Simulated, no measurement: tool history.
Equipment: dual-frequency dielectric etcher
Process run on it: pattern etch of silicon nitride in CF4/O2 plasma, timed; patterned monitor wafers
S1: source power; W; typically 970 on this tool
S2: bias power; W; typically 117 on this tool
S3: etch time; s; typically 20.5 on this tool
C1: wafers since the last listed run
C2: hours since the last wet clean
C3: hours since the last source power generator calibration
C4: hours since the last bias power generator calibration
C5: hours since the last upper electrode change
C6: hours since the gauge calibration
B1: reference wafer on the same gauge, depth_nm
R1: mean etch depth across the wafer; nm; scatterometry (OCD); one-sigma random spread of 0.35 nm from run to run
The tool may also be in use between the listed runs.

run,hour,S1,S2,S3,C1,C2,C3,C4,C5,C6,B1,R1
1,0.0,970,117,20.5,0,323.0,2119.6,1500.0,2487.2,156.7,57.0,59.6
2,10.7,970,117,20.5,162,333.7,2130.3,1510.7,2497.9,167.4,57.0,59.8
3,25.6,1090,117,20.5,226,348.6,2145.2,1525.6,2512.8,182.3,57.1,66.3
4,38.8,1090,117,20.5,201,361.8,2158.4,1538.8,2526.0,195.5,57.1,66.3
5,55.0,970,117,20.5,246,378.0,2174.6,1555.0,2542.2,211.7,57.0,60.0
6,70.6,970,117,20.5,237,393.6,2190.2,1570.6,2557.8,227.3,57.0,59.7
7,82.5,970,117,20.5,181,405.5,2202.1,1582.5,2569.7,239.2,57.0,59.8
8,91.9,970,117,22.0,143,414.9,2211.5,1591.9,2579.1,248.6,57.0,64.8
9,102.6,970,107,20.5,162,425.6,2222.2,1602.6,2589.8,259.3,56.9,58.2
10,111.8,970,107,20.5,140,434.8,2231.4,1611.8,2599.0,268.5,57.1,58.5
# hour 124.6: bias power generator calibrated
11,125.1,970,107,20.5,141,448.1,2244.7,0.5,2612.3,281.8,57.0,58.6
12,137.4,970,117,20.5,187,460.4,2257.0,12.8,2624.6,294.1,57.1,60.0
# hour 144.0: gauge calibrated
# hour 168.2: upper electrode replaced
13,168.7,970,117,20.5,111,491.7,2288.3,44.1,0.5,24.7,57.0,60.5
14,169.0,1170,130,26.0,4,492.0,2288.6,44.4,0.8,25.0,56.9,93.4
15,171.8,970,117,20.5,42,494.8,2291.4,47.2,3.6,27.8,57.0,60.6
16,187.1,970,138,25.5,232,510.1,2306.7,62.5,18.9,43.1,57.1,81.0
17,199.8,970,104,26.0,193,522.8,2319.4,75.2,31.6,55.8,57.0,73.0
18,207.1,970,146,24.5,111,530.1,2326.7,82.5,38.9,63.1,57.0,79.7
19,218.6,760,108,17.5,175,541.6,2338.2,94.0,50.4,74.6,57.1,40.8
# hour 252.9: wet clean of the chamber
20,253.4,970,117,18.0,164,0.5,2373.0,128.8,85.2,109.4,57.0,51.0
21,253.8,870,93,25.5,6,0.9,2373.4,129.2,85.6,109.8,57.1,60.5
22,262.5,1120,96,17.5,132,9.6,2382.1,137.9,94.3,118.5,57.0,51.5
# hour 272.9: source power generator calibrated
23,274.9,840,117,18.5,127,22.0,2.0,150.3,106.7,130.9,57.1,46.4
24,283.4,970,117,20.5,129,30.5,10.5,158.8,115.2,139.4,57.0,57.9
25,297.4,970,117,20.5,213,44.5,24.5,172.8,129.2,153.4,57.0,58.8
26,311.1,970,92,22.5,208,58.2,38.2,186.5,142.9,167.1,57.0,58.6
27,329.1,1210,117,20.5,274,76.2,56.2,204.5,160.9,185.1,57.0,70.5
28,339.9,970,117,20.5,164,87.0,67.0,215.3,171.7,195.9,57.0,58.2
29,350.5,970,142,16.5,161,97.6,77.6,225.9,182.3,206.5,57.1,50.2
30,357.3,970,103,20.5,103,104.4,84.4,232.7,189.1,213.3,57.0,56.1

4 options for the next run, each taken on its own from the tool as it stands now. Forecast them:
A,357.7,970,117,22.5,6,104.8,84.8,233.1,189.5,213.7,?,?
B,357.7,1050,136,24.0,6,104.8,84.8,233.1,189.5,213.7,?,?
C,357.7,970,117,23.5,6,104.8,84.8,233.1,189.5,213.7,?,?
D,357.7,970,117,15.5,6,104.8,84.8,233.1,189.5,213.7,?,?

run,B1,R1
A,57.0,64.5
B,57.0,77.9
C,57.0,67.4
D,57.0,44.5
The same runs, with their run-to-run variation unchanged, on a tool lacking any hidden condition would have given:
run,R1
A,64.1
B,77.4
C,66.9
D,44.1
